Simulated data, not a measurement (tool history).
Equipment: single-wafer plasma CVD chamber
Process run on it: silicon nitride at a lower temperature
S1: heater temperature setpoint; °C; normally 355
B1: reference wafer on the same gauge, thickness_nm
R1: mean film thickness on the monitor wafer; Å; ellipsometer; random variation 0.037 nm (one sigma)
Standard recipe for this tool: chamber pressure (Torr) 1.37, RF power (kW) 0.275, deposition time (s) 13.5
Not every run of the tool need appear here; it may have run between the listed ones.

{"run": 1, "hour": 0.0, "S1": 355, "chamber pressure (Torr)": 1.37, "RF power (kW)": 0.275, "deposition time (s)": 15.4, "B1": 13.599, "R1": 155.15}
{"run": 2, "hour": 39.9, "S1": 355, "chamber pressure (Torr)": 1.37, "RF power (kW)": 0.275, "deposition time (s)": 13.5, "B1": 13.601, "R1": 135.96}
{"run": 3, "hour": 92.3, "S1": 349, "chamber pressure (Torr)": 1.37, "RF power (kW)": 0.275, "deposition time (s)": 13.5, "B1": 13.604, "R1": 136.23}
{"run": 4, "hour": 118.1, "S1": 355, "chamber pressure (Torr)": 1.37, "RF power (kW)": 0.275, "deposition time (s)": 14.7, "B1": 13.588, "R1": 147.91}
{"run": 5, "hour": 154.9, "S1": 355, "chamber pressure (Torr)": 1.37, "RF power (kW)": 0.275, "deposition time (s)": 14.7, "B1": 13.593, "R1": 147.94}
{"run": 6, "hour": 199.4, "S1": 355, "chamber pressure (Torr)": 1.37, "RF power (kW)": 0.275, "deposition time (s)": 13.5, "B1": 13.608, "R1": 136.04}
{"run": 7, "hour": 271.4, "S1": 355, "chamber pressure (Torr)": 1.37, "RF power (kW)": 0.275, "deposition time (s)": 14.6, "B1": 13.599, "R1": 147.29}
{"hour": 320.1, "done": "capacitance manometer re-zeroed and calibrated"}
{"run": 8, "hour": 326.1, "S1": 360, "chamber pressure (Torr)": 1.37, "RF power (kW)": 0.275, "deposition time (s)": 13.5, "B1": 13.601, "R1": 131.37}
{"hour": 354.5, "done": "showerhead replaced"}
{"run": 9, "hour": 355.0, "S1": 355, "chamber pressure (Torr)": 1.37, "RF power (kW)": 0.275, "deposition time (s)": 15.4, "B1": 13.604, "R1": 149.92}
{"run": 10, "hour": 378.6, "S1": 355, "chamber pressure (Torr)": 1.37, "RF power (kW)": 0.275, "deposition time (s)": 13.5, "B1": 13.606, "R1": 130.68}
{"run": 11, "hour": 442.8, "S1": 355, "chamber pressure (Torr)": 1.37, "RF power (kW)": 0.31, "deposition time (s)": 10.9, "B1": 13.605, "R1": 116.59}
{"run": 12, "hour": 483.3, "S1": 367, "chamber pressure (Torr)": 1.37, "RF power (kW)": 0.275, "deposition time (s)": 13.5, "B1": 13.6, "R1": 130.97}
{"run": 13, "hour": 531.5, "S1": 349, "chamber pressure (Torr)": 1.12, "RF power (kW)": 0.275, "deposition time (s)": 12.1, "B1": 13.606, "R1": 108.76}
{"run": 14, "hour": 587.9, "S1": 367, "chamber pressure (Torr)": 1.62, "RF power (kW)": 0.245, "deposition time (s)": 12.8, "B1": 13.607, "R1": 119.5}
{"run": 15, "hour": 645.1, "S1": 359, "chamber pressure (Torr)": 1.18, "RF power (kW)": 0.275, "deposition time (s)": 14.8, "B1": 13.599, "R1": 135.86}
{"hour": 655.1, "done": "gauge calibrated"}
{"run": 16, "hour": 714.9, "S1": 355, "chamber pressure (Torr)": 1.37, "RF power (kW)": 0.275, "deposition time (s)": 13.5, "B1": 13.611, "R1": 130.85}
{"hour": 734.9, "done": "RF generator calibrated"}
{"run": 17, "hour": 762.7, "S1": 360, "chamber pressure (Torr)": 1.37, "RF power (kW)": 0.32, "deposition time (s)": 15.8, "B1": 13.594, "R1": 177.32}
{"run": 18, "hour": 818.6, "S1": 347, "chamber pressure (Torr)": 1.37, "RF power (kW)": 0.235, "deposition time (s)": 15.4, "B1": 13.61, "R1": 135.75}
{"run": 19, "hour": 876.7, "S1": 355, "chamber pressure (Torr)": 1.37, "RF power (kW)": 0.275, "deposition time (s)": 13.5, "B1": 13.599, "R1": 134.72}
{"run": 20, "hour": 936.1, "S1": 349, "chamber pressure (Torr)": 1.19, "RF power (kW)": 0.26, "deposition time (s)": 13.5, "B1": 13.61, "R1": 122.21}
{"run": 21, "hour": 979.3, "S1": 355, "chamber pressure (Torr)": 1.37, "RF power (kW)": 0.275, "deposition time (s)": 13.5, "B1": 13.59, "R1": 133.82}
{"run": 22, "hour": 1036.2, "S1": 355, "chamber pressure (Torr)": 1.37, "RF power (kW)": 0.295, "deposition time (s)": 12.7, "B1": 13.595, "R1": 132.19}
{"run": 23, "hour": 1068.0, "S1": 349, "chamber pressure (Torr)": 1.7, "RF power (kW)": 0.275, "deposition time (s)": 16.0, "B1": 13.593, "R1": 171.08}
{"run": 24, "hour": 1094.4, "S1": 363, "chamber pressure (Torr)": 1.67, "RF power (kW)": 0.23, "deposition time (s)": 12.5, "B1": 13.597, "R1": 113.53}
{"run": 25, "hour": 1163.1, "S1": 355, "chamber pressure (Torr)": 1.37, "RF power (kW)": 0.275, "deposition time (s)": 13.5, "B1": 13.602, "R1": 133.41}
{"run": 26, "hour": 1232.2, "S1": 355, "chamber pressure (Torr)": 1.37, "RF power (kW)": 0.275, "deposition time (s)": 13.5, "B1": 13.594, "R1": 132.51}
{"run": 27, "hour": 1302.8, "S1": 347, "chamber pressure (Torr)": 1.37, "RF power (kW)": 0.275, "deposition time (s)": 13.5, "B1": 13.603, "R1": 132.65}
{"run": 28, "hour": 1350.9, "S1": 367, "chamber pressure (Torr)": 1.37, "RF power (kW)": 0.245, "deposition time (s)": 12.1, "B1": 13.593, "R1": 107.61}

State the hidden condition of the tool at each of the runs:
wafer temperature above the value expected at the setpoint (K): 0 across all the runs
gauge reads high (%): 0 across all the runs
H1: delivered RF power above the setpoint (%)
H2: true pressure above the setpoint (%)
run=1 H1=-3.27 H2=8.19
run=2 H1=-3.41 H2=8.43
run=3 H1=-3.57 H2=8.74
run=4 H1=-3.64 H2=8.9
run=5 H1=-3.73 H2=9.12
run=6 H1=-3.83 H2=9.4
run=7 H1=-3.98 H2=9.86
run=8 H1=-4.07 H2=-0.296
run=9 H1=-4.12 H2=-0.294
run=10 H1=-4.15 H2=-0.292
run=11 H1=-4.24 H2=-0.279
run=12 H1=-4.28 H2=-0.266
run=13 H1=-4.33 H2=-0.246
run=14 H1=-4.38 H2=-0.215
run=15 H1=-4.43 H2=-0.177
run=16 H1=-4.48 H2=-0.121
run=17 H1=-0.406 H2=-0.0763
run=18 H1=-0.921 H2=-0.0174
run=19 H1=-1.39 H2=0.0512
run=20 H1=-1.8 H2=0.129
run=21 H1=-2.07 H2=0.191
run=22 H1=-2.38 H2=0.279
run=23 H1=-2.53 H2=0.331
run=24 H1=-2.65 H2=0.376
run=25 H1=-2.93 H2=0.5
run=26 H1=-3.17 H2=0.636
run=27 H1=-3.37 H2=0.786
run=28 H1=-3.49 H2=0.894

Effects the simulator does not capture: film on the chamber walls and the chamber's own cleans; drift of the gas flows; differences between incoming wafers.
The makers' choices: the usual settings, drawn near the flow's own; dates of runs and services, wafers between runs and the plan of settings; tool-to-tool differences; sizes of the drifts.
